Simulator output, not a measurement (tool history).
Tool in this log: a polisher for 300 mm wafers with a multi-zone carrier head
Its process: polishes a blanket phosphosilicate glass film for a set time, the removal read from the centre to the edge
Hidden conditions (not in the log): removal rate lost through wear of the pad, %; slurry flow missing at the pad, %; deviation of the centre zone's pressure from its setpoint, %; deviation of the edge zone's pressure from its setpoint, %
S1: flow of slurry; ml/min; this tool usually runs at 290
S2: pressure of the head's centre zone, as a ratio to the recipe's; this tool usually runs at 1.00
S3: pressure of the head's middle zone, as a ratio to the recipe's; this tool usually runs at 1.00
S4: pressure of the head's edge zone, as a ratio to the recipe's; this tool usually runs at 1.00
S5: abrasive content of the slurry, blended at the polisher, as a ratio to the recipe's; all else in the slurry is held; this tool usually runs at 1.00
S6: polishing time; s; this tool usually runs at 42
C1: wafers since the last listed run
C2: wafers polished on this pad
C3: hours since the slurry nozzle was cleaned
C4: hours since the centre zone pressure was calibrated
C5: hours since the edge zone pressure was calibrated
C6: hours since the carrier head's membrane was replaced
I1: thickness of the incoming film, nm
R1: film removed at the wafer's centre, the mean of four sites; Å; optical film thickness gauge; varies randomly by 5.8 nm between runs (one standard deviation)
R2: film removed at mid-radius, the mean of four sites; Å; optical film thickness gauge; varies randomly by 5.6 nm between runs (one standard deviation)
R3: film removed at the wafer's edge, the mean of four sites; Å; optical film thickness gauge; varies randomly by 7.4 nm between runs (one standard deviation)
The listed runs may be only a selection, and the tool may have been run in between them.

run 1 hour=0.0 | S1=290 S2=1.00 S3=1.00 S4=0.96 S5=1.00 S6=42 | C1=0 C2=155 C3=612.1 C4=54.6 C5=1304.0 C6=1412.7 | I1=3211.3 | R1=4744 R2=4746 R3=4775
-- hour=13.5 carrier head's membrane replaced by a new one
-- hour=21.7 edge zone pressure recalibrated
run 2 hour=35.2 | S1=290 S2=1.00 S3=1.00 S4=1.00 S5=1.00 S6=33 | C1=259 C2=414 C3=647.3 C4=89.8 C5=13.5 C6=21.7 | I1=3246.2 | R1=3622 R2=3613 R3=3829
run 3 hour=55.0 | S1=290 S2=1.00 S3=1.00 S4=1.00 S5=1.00 S6=42 | C1=182 C2=596 C3=667.1 C4=109.6 C5=33.3 C6=41.5 | I1=3304.9 | R1=4515 R2=4571 R3=4700
-- hour=74.9 slurry nozzle cleaned
run 4 hour=75.7 | S1=290 S2=1.00 S3=1.00 S4=1.00 S5=1.20 S6=42 | C1=181 C2=778 C3=0.8 C4=130.3 C5=54.0 C6=62.2 | I1=3289.8 | R1=4996 R2=5088 R3=5032
run 5 hour=104.7 | S1=330 S2=1.06 S3=1.00 S4=1.00 S5=1.00 S6=37 | C1=266 C2=1044 C3=29.8 C4=159.3 C5=83.0 C6=91.2 | I1=3234.1 | R1=4123 R2=4027 R3=4198
run 6 hour=119.5 | S1=290 S2=1.00 S3=1.00 S4=1.00 S5=1.00 S6=49 | C1=136 C2=1181 C3=44.6 C4=174.1 C5=97.8 C6=106.0 | I1=3306.2 | R1=5222 R2=5334 R3=5468
-- hour=139.4 worn pad replaced by a new one
run 7 hour=154.2 | S1=290 S2=1.00 S3=1.00 S4=1.00 S5=1.00 S6=47 | C1=282 C2=136 C3=79.3 C4=208.8 C5=132.5 C6=140.7 | I1=3284.2 | R1=5222 R2=5354 R3=5512
run 8 hour=178.5 | S1=230 S2=1.00 S3=1.00 S4=1.00 S5=1.00 S6=53 | C1=223 C2=359 C3=103.6 C4=233.1 C5=156.8 C6=165.0 | I1=3224.8 | R1=5643 R2=5685 R3=5818
run 9 hour=205.8 | S1=290 S2=1.00 S3=1.00 S4=1.00 S5=1.00 S6=42 | C1=251 C2=610 C3=130.9 C4=260.4 C5=184.1 C6=192.3 | I1=3260.7 | R1=4560 R2=4500 R3=4558
run 10 hour=222.6 | S1=290 S2=1.00 S3=1.00 S4=1.00 S5=1.20 S6=42 | C1=154 C2=765 C3=147.7 C4=277.2 C5=200.9 C6=209.1 | I1=3265.0 | R1=5066 R2=5103 R3=5033
run 11 hour=254.1 | S1=290 S2=0.92 S3=1.00 S4=1.06 S5=1.00 S6=56 | C1=289 C2=1055 C3=179.2 C4=308.7 C5=232.4 C6=240.6 | I1=3247.9 | R1=5426 R2=5946 R3=6377
-- hour=301.7 worn pad replaced by a new one
run 12 hour=304.3 | S1=290 S2=1.00 S3=1.00 S4=1.00 S5=1.00 S6=42 | C1=425 C2=24 C3=229.4 C4=358.9 C5=282.6 C6=290.8 | I1=3197.6 | R1=4813 R2=4765 R3=4948
run 13 hour=330.7 | S1=370 S2=1.00 S3=1.00 S4=1.00 S5=1.00 S6=42 | C1=242 C2=266 C3=255.8 C4=385.3 C5=309.0 C6=317.2 | I1=3315.8 | R1=4909 R2=4829 R3=4960
run 14 hour=352.1 | S1=290 S2=1.00 S3=1.00 S4=1.00 S5=1.00 S6=38 | C1=196 C2=463 C3=277.2 C4=406.7 C5=330.4 C6=338.6 | I1=3232.7 | R1=4128 R2=4146 R3=4359
run 15 hour=386.1 | S1=320 S2=0.89 S3=1.00 S4=1.00 S5=1.00 S6=42 | C1=312 C2=776 C3=311.2 C4=440.7 C5=364.4 C6=372.6 | I1=3189.3 | R1=4097 R2=4685 R3=4650
run 16 hour=414.9 | S1=290 S2=1.00 S3=1.00 S4=1.00 S5=1.00 S6=31 | C1=264 C2=1041 C3=340.0 C4=469.5 C5=393.2 C6=401.4 | I1=3258.8 | R1=3344 R2=3400 R3=3360
run 17 hour=439.7 | S1=290 S2=1.00 S3=1.00 S4=1.00 S5=1.00 S6=42 | C1=228 C2=1269 C3=364.8 C4=494.3 C5=418.0 C6=426.2 | I1=3248.9 | R1=4505 R2=4502 R3=4745
run 18 hour=456.4 | S1=290 S2=1.00 S3=1.08 S4=1.00 S5=1.25 S6=56 | C1=153 C2=1423 C3=381.5 C4=511.0 C5=434.7 C6=442.9 | I1=3261.8 | R1=6672 R2=7304 R3=6924
run 19 hour=474.0 | S1=290 S2=1.00 S3=0.97 S4=1.00 S5=1.30 S6=42 | C1=161 C2=1585 C3=399.1 C4=528.6 C5=452.3 C6=460.5 | I1=3283.6 | R1=5065 R2=5027 R3=5257
-- hour=494.7 worn pad replaced by a new one
run 20 hour=496.9 | S1=290 S2=1.00 S3=1.00 S4=1.00 S5=1.00 S6=42 | C1=173 C2=19 C3=422.0 C4=551.5 C5=475.2 C6=483.4 | I1=3279.0 | R1=4737 R2=4828 R3=5095
run 21 hour=513.1 | S1=365 S2=1.00 S3=1.00 S4=1.00 S5=1.00 S6=48 | C1=149 C2=169 C3=438.2 C4=567.7 C5=491.4 C6=499.6 | I1=3260.7 | R1=5451 R2=5589 R3=5649

Forecast each of these 4 alternatives for the next run:
run A hour=513.5 | S1=205 S2=1.00 S3=1.00 S4=1.00 S5=1.00 S6=42 | C1=3 C2=172 C3=438.6 C4=568.1 C5=491.8 C6=500.0 | I1=3268.1 | R1=? R2=? R3=?
run B hour=513.5 | S1=290 S2=1.11 S3=1.03 S4=1.00 S5=0.90 S6=42 | C1=3 C2=172 C3=438.6 C4=568.1 C5=491.8 C6=500.0 | I1=3268.1 | R1=? R2=? R3=?
run C hour=513.5 | S1=290 S2=1.00 S3=1.00 S4=1.06 S5=1.00 S6=29 | C1=3 C2=172 C3=438.6 C4=568.1 C5=491.8 C6=500.0 | I1=3268.1 | R1=? R2=? R3=?
run D hour=513.5 | S1=290 S2=1.08 S3=1.00 S4=1.00 S5=0.85 S6=38 | C1=3 C2=172 C3=438.6 C4=568.1 C5=491.8 C6=500.0 | I1=3268.1 | R1=? R2=? R3=?

run=A R1=4535 R2=4610 R3=4667
run=B R1=4896 R2=4629 R3=4529
run=C R1=3268 R2=3308 R3=3414
run=D R1=4177 R2=3948 R3=3961
Had the tool no hidden state, the same runs would have come out as:
run=A R1=4672 R2=4749 R3=4808
run=B R1=5044 R2=4769 R3=4665
run=C R1=3367 R2=3408 R3=3517
run=D R1=4303 R2=4068 R3=4081

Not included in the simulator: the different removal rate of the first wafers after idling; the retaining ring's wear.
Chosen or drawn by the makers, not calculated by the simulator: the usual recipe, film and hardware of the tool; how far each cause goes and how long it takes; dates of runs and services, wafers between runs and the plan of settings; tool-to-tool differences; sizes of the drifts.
